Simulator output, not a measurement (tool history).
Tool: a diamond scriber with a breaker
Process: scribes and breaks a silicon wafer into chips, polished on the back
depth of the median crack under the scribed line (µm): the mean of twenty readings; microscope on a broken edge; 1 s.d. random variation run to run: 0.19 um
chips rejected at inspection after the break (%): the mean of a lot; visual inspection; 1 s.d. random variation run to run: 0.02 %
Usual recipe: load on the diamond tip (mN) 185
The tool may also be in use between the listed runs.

run,hour,load on the diamond tip (mN),"incoming depth of the damage left on the back of the incoming wafer, um",depth of the median crack under the scribed line (µm),chips rejected at inspection after the break (%)
1,0.0,228,0.01,14.76,1.56
2,12.5,228,0.03,14.46,1.44
3,61.0,228,0.02,14.33,1.21
4,77.0,185,0.04,12.63,0.92
5,89.4,205,0.03,13.19,0.55
6,102.9,204,0.02,13.58,0.61
7,110.5,154,0.03,12.26,3.68
8,123.7,154,0.03,11.83,4.06
9,141.0,222,0.02,13.89,0.62
10,148.0,222,0.03,13.72,0.64
11,155.6,185,0.04,12.64,1.80
12,169.6,185,0.02,12.48,1.96
13,177.3,185,0.02,12.67,2.13
14,189.1,185,0.03,12.20,2.35
# hour 197.1: load on the tip recalibrated
15,200.9,185,0.02,12.35,2.59
# hour 226.0: diamond tip replaced by a new one
16,226.5,219,0.04,14.70,1.53
17,240.1,219,0.02,14.15,1.62
18,246.5,185,0.01,13.79,0.63
19,258.1,185,0.05,13.22,0.60
20,270.4,219,0.02,14.61,1.44
21,281.5,213,0.05,14.15,1.16
22,292.2,131,0.02,11.67,4.61
23,309.7,217,0.02,14.87,1.29
24,322.8,185,0.02,13.22,0.62
25,331.9,221,0.03,14.42,1.43
26,345.2,143,0.04,12.14,3.48
27,359.6,229,0.02,14.49,1.74
28,376.2,131,0.03,11.89,5.26
29,389.5,215,0.04,14.14,0.91
30,404.8,185,0.02,13.06,0.74
31,445.0,238,0.03,14.57,1.60

Run 32 is up next; what results do you expect?
32,454.2,185,0.02,?,?

Run 32 gave depth of the median crack under the scribed line (µm) 12.99, chips rejected at inspection after the break (%) 1.02.
The same run, on a tool lacking any hidden state, would have yielded depth of the median crack under the scribed line (µm) 13.58, chips rejected at inspection after the break (%) 0.61.
